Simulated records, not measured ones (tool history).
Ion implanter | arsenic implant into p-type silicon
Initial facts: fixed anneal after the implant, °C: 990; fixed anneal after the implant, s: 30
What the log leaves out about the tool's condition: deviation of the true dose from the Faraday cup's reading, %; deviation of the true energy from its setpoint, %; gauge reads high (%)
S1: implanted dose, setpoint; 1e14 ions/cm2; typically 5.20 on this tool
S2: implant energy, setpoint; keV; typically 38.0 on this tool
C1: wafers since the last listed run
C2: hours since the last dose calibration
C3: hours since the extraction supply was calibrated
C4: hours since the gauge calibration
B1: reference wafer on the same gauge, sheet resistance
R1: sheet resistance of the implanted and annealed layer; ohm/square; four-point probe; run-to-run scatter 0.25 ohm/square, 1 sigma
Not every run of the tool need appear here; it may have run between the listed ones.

| run | hour | S1 | S2 | C1 | C2 | C3 | C4 | B1 | R1 |
|---|---|---|---|---|---|---|---|---|---|
| 1 | 0.0 | 5.20 | 38.0 | 0 | 197.8 | 5472.7 | 1759.0 | 176.03 | 168.27 |
| 2 | 48.4 | 5.20 | 38.0 | 796 | 246.2 | 5521.1 | 1807.4 | 175.98 | 167.49 |
| 3 | 123.3 | 5.20 | 38.0 | 1232 | 321.1 | 5596.0 | 1882.3 | 175.97 | 167.46 |
| 4 | 219.2 | 5.20 | 38.0 | 1577 | 417.0 | 5691.9 | 1978.2 | 176.02 | 167.63 |
| 5 | 294.1 | 4.28 | 30.0 | 1232 | 491.9 | 5766.8 | 2053.1 | 175.98 | 201.25 |
| 6 | 330.5 | 4.28 | 30.0 | 598 | 528.3 | 5803.2 | 2089.5 | 176.03 | 200.89 |
| 7 | 400.5 | 4.28 | 30.0 | 1151 | 598.3 | 5873.2 | 2159.5 | 176.04 | 201.29 |
| 8 | 449.6 | 5.20 | 38.0 | 807 | 647.4 | 5922.3 | 2208.6 | 175.96 | 166.96 |
| 9 | 507.3 | 5.20 | 38.0 | 949 | 705.1 | 5980.0 | 2266.3 | 175.94 | 167.34 |
| 10 | 579.8 | 5.20 | 43.0 | 1192 | 777.6 | 6052.5 | 2338.8 | 175.95 | 164.23 |
| 11 | 895.1 | 5.20 | 43.0 | 5187 | 1092.9 | 6367.8 | 2654.1 | 175.98 | 163.63 |
|  | 1064.5 | Faraday cup replaced and dose calibrated |
| 12 | 1123.3 | 5.20 | 43.0 | 3623 | 58.8 | 6596.0 | 2882.3 | 175.99 | 164.88 |
| 13 | 1218.9 | 5.20 | 38.0 | 1572 | 154.4 | 6691.6 | 2977.9 | 176.03 | 167.98 |
| 14 | 1312.5 | 5.20 | 38.0 | 1540 | 248.0 | 6785.2 | 3071.5 | 175.97 | 167.55 |
| 15 | 1399.7 | 5.20 | 38.0 | 1434 | 335.2 | 6872.4 | 3158.7 | 176.03 | 167.83 |
| 16 | 1597.7 | 4.31 | 38.0 | 3257 | 533.2 | 7070.4 | 3356.7 | 176.04 | 193.00 |
|  | 1683.2 | extraction supply calibrated |
| 17 | 1696.5 | 4.31 | 38.0 | 1493 | 632.0 | 13.3 | 3455.5 | 176.05 | 192.81 |
| 18 | 1745.2 | 5.20 | 38.0 | 801 | 680.7 | 62.0 | 3504.2 | 175.95 | 166.85 |
| 19 | 1783.1 | 6.37 | 33.5 | 623 | 718.6 | 99.9 | 3542.1 | 176.01 | 146.23 |
| 20 | 1905.7 | 6.17 | 38.0 | 2017 | 841.2 | 222.5 | 3664.7 | 176.05 | 146.16 |
| 21 | 1980.0 | 5.77 | 38.0 | 1222 | 915.5 | 296.8 | 3739.0 | 176.00 | 154.32 |
| 22 | 2034.5 | 5.20 | 38.0 | 896 | 970.0 | 351.3 | 3793.5 | 176.00 | 166.61 |
| 23 | 2088.4 | 5.20 | 38.0 | 886 | 1023.9 | 405.2 | 3847.4 | 176.02 | 166.68 |
| 24 | 2389.8 | 3.98 | 32.0 | 4959 | 1325.3 | 706.6 | 4148.8 | 175.99 | 209.17 |
| 25 | 2431.3 | 5.20 | 38.0 | 682 | 1366.8 | 748.1 | 4190.3 | 175.96 | 166.26 |
| 26 | 2473.1 | 5.93 | 38.0 | 687 | 1408.6 | 789.9 | 4232.1 | 175.98 | 149.81 |
|  | 2515.2 | gauge calibrated |
| 27 | 2566.8 | 5.65 | 27.0 | 1541 | 1502.3 | 883.6 | 51.6 | 175.99 | 164.90 |
|  | 2706.1 | Faraday cup replaced and dose calibrated |
| 28 | 2795.7 | 6.00 | 28.0 | 3634 | 89.6 | 1112.5 | 280.5 | 175.98 | 158.45 |
| 29 | 2844.4 | 4.22 | 25.5 | 801 | 138.3 | 1161.2 | 329.2 | 175.98 | 209.48 |
| 30 | 2904.4 | 5.80 | 30.5 | 987 | 198.3 | 1221.2 | 389.2 | 175.96 | 160.27 |
| 31 | 2984.9 | 5.20 | 43.0 | 1324 | 278.8 | 1301.7 | 469.7 | 176.02 | 164.66 |
| 32 | 3058.1 | 5.20 | 38.0 | 1204 | 352.0 | 1374.9 | 542.9 | 176.02 | 167.70 |
| 33 | 3107.0 | 6.01 | 34.5 | 804 | 400.9 | 1423.8 | 591.8 | 175.97 | 152.48 |
| 34 | 3196.1 | 5.79 | 38.0 | 1466 | 490.0 | 1512.9 | 680.9 | 175.98 | 154.31 |

Expected results for the next run?
| 35 | 3245.3 | 5.20 | 28.5 | 809 | 539.2 | 1562.1 | 730.1 | ? | ? |

B1: 176.01
R1: 174.84 ohm/square
If the tool had no hidden condition, the same run with the same run-to-run variation would have returned R1 175.41 ohm/square.

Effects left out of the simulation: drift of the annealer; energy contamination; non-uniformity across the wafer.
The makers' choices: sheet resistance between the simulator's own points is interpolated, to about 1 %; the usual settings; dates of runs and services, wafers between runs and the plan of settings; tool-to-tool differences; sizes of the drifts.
